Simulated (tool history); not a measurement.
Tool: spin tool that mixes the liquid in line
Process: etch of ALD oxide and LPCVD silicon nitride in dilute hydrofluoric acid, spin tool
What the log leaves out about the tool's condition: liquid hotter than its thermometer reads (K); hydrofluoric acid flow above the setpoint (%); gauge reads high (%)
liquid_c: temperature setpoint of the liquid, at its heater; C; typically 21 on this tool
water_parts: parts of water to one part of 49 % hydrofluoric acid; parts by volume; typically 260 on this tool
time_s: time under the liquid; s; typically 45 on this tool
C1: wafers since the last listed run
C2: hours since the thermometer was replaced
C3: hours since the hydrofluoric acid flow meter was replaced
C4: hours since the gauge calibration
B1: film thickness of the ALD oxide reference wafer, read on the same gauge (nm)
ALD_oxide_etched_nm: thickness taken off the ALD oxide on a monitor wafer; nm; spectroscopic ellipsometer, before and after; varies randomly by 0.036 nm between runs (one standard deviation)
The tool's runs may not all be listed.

{"run": 1, "hour": 0.0, "liquid_c": 21, "water_parts": 260, "time_s": 45, "C1": 0, "C2": 2791.8, "C3": 660, "C4": 340.4, "B1": 119.986, "ALD_oxide_etched_nm": 4.802}
{"run": 2, "hour": 6.2, "liquid_c": 21, "water_parts": 260, "time_s": 45, "C1": 81, "C2": 2798, "C3": 666.2, "C4": 346.6, "B1": 120.031, "ALD_oxide_etched_nm": 4.833}
{"run": 3, "hour": 25.9, "liquid_c": 21, "water_parts": 260, "time_s": 45, "C1": 260, "C2": 2817.7, "C3": 685.9, "C4": 366.3, "B1": 119.984, "ALD_oxide_etched_nm": 4.829}
{"run": 4, "hour": 34.7, "liquid_c": 24.5, "water_parts": 225, "time_s": 45, "C1": 116, "C2": 2826.5, "C3": 694.7, "C4": 375.1, "B1": 120.005, "ALD_oxide_etched_nm": 6.5}
{"hour": 45.1, "done": "thermometer replaced"}
{"run": 5, "hour": 57.9, "liquid_c": 24.5, "water_parts": 225, "time_s": 45, "C1": 293, "C2": 12.8, "C3": 717.9, "C4": 398.3, "B1": 120.005, "ALD_oxide_etched_nm": 6.648}
{"run": 6, "hour": 65.4, "liquid_c": 24.5, "water_parts": 225, "time_s": 45, "C1": 99, "C2": 20.3, "C3": 725.4, "C4": 405.8, "B1": 119.959, "ALD_oxide_etched_nm": 6.58}
{"run": 7, "hour": 82.6, "liquid_c": 21, "water_parts": 260, "time_s": 45, "C1": 227, "C2": 37.5, "C3": 742.6, "C4": 423, "B1": 120.002, "ALD_oxide_etched_nm": 4.908}
{"run": 8, "hour": 90.5, "liquid_c": 21, "water_parts": 300, "time_s": 45, "C1": 104, "C2": 45.4, "C3": 750.5, "C4": 430.9, "B1": 119.995, "ALD_oxide_etched_nm": 4.017}
{"run": 9, "hour": 111.8, "liquid_c": 21, "water_parts": 260, "time_s": 45, "C1": 281, "C2": 66.7, "C3": 771.8, "C4": 452.2, "B1": 119.999, "ALD_oxide_etched_nm": 4.902}
{"run": 10, "hour": 121.8, "liquid_c": 21, "water_parts": 260, "time_s": 45, "C1": 132, "C2": 76.7, "C3": 781.8, "C4": 462.2, "B1": 120.014, "ALD_oxide_etched_nm": 4.82}
{"run": 11, "hour": 133.9, "liquid_c": 21, "water_parts": 260, "time_s": 45, "C1": 160, "C2": 88.8, "C3": 793.9, "C4": 474.3, "B1": 119.978, "ALD_oxide_etched_nm": 4.816}
{"run": 12, "hour": 142.0, "liquid_c": 21, "water_parts": 260, "time_s": 55, "C1": 107, "C2": 96.9, "C3": 802, "C4": 482.4, "B1": 120.002, "ALD_oxide_etched_nm": 6.059}
{"run": 13, "hour": 148.1, "liquid_c": 21, "water_parts": 260, "time_s": 45, "C1": 80, "C2": 103, "C3": 808.1, "C4": 488.5, "B1": 119.995, "ALD_oxide_etched_nm": 4.972}
{"run": 14, "hour": 158.2, "liquid_c": 21, "water_parts": 260, "time_s": 65, "C1": 133, "C2": 113.1, "C3": 818.2, "C4": 498.6, "B1": 120.014, "ALD_oxide_etched_nm": 6.966}
{"hour": 173.7, "done": "gauge calibrated"}
{"run": 15, "hour": 174.6, "liquid_c": 21, "water_parts": 260, "time_s": 45, "C1": 216, "C2": 129.5, "C3": 834.6, "C4": 0.9, "B1": 119.995, "ALD_oxide_etched_nm": 4.931}
{"run": 16, "hour": 189.8, "liquid_c": 21, "water_parts": 170, "time_s": 30, "C1": 200, "C2": 144.7, "C3": 849.8, "C4": 16.1, "B1": 119.964, "ALD_oxide_etched_nm": 5.379}
{"run": 17, "hour": 197.4, "liquid_c": 23, "water_parts": 160, "time_s": 30, "C1": 100, "C2": 152.3, "C3": 857.4, "C4": 23.7, "B1": 120.011, "ALD_oxide_etched_nm": 6.274}
{"run": 18, "hour": 208.5, "liquid_c": 26, "water_parts": 260, "time_s": 25, "C1": 146, "C2": 163.4, "C3": 868.5, "C4": 34.8, "B1": 119.977, "ALD_oxide_etched_nm": 3.261}
{"hour": 221.9, "done": "hydrofluoric acid flow meter replaced"}
{"run": 19, "hour": 225.5, "liquid_c": 24, "water_parts": 170, "time_s": 65, "C1": 211, "C2": 180.4, "C3": 3.6, "C4": 51.8, "B1": 120.004, "ALD_oxide_etched_nm": 11.717}
{"run": 20, "hour": 240.3, "liquid_c": 23.5, "water_parts": 305, "time_s": 65, "C1": 195, "C2": 195.2, "C3": 18.4, "C4": 66.6, "B1": 120.03, "ALD_oxide_etched_nm": 5.652}
{"run": 21, "hour": 258.2, "liquid_c": 25.5, "water_parts": 180, "time_s": 30, "C1": 236, "C2": 213.1, "C3": 36.3, "C4": 84.5, "B1": 119.995, "ALD_oxide_etched_nm": 5.388}
{"run": 22, "hour": 267.8, "liquid_c": 19.5, "water_parts": 355, "time_s": 45, "C1": 126, "C2": 222.7, "C3": 45.9, "C4": 94.1, "B1": 120.018, "ALD_oxide_etched_nm": 2.83}
{"run": 23, "hour": 283.4, "liquid_c": 24, "water_parts": 260, "time_s": 55, "C1": 206, "C2": 238.3, "C3": 61.5, "C4": 109.7, "B1": 119.952, "ALD_oxide_etched_nm": 6.011}
{"run": 24, "hour": 301.3, "liquid_c": 19.5, "water_parts": 195, "time_s": 70, "C1": 236, "C2": 256.2, "C3": 79.4, "C4": 127.6, "B1": 120.028, "ALD_oxide_etched_nm": 9.28}
{"run": 25, "hour": 318.3, "liquid_c": 24.5, "water_parts": 225, "time_s": 30, "C1": 224, "C2": 273.2, "C3": 96.4, "C4": 144.6, "B1": 119.99, "ALD_oxide_etched_nm": 4.02}
{"run": 26, "hour": 328.0, "liquid_c": 19, "water_parts": 260, "time_s": 45, "C1": 128, "C2": 282.9, "C3": 106.1, "C4": 154.3, "B1": 119.984, "ALD_oxide_etched_nm": 4.09}
{"run": 27, "hour": 340.7, "liquid_c": 26, "water_parts": 210, "time_s": 45, "C1": 167, "C2": 295.6, "C3": 118.8, "C4": 167, "B1": 120.014, "ALD_oxide_etched_nm": 6.989}

What if the next run were any one of these 3? Each begins from the tool's condition after run 27:
{"run": "A", "hour": 341.1, "liquid_c": 18, "water_parts": 260, "time_s": 45, "C1": 5, "C2": 296, "C3": 119.2, "C4": 167.4, "B1": "?", "ALD_oxide_etched_nm": "?"}
{"run": "B", "hour": 341.1, "liquid_c": 17, "water_parts": 260, "time_s": 45, "C1": 5, "C2": 296, "C3": 119.2, "C4": 167.4, "B1": "?", "ALD_oxide_etched_nm": "?"}
{"run": "C", "hour": 341.1, "liquid_c": 21, "water_parts": 200, "time_s": 60, "C1": 5, "C2": 296, "C3": 119.2, "C4": 167.4, "B1": "?", "ALD_oxide_etched_nm": "?"}

run=A B1=119.971 ALD_oxide_etched_nm=4.015
run=B B1=119.971 ALD_oxide_etched_nm=3.863
run=C B1=119.971 ALD_oxide_etched_nm=8.248
Take away the tool's hidden state, keep each run's random variation, and the runs would have read:
run=A ALD_oxide_etched_nm=3.814
run=B ALD_oxide_etched_nm=3.67
run=C ALD_oxide_etched_nm=7.845
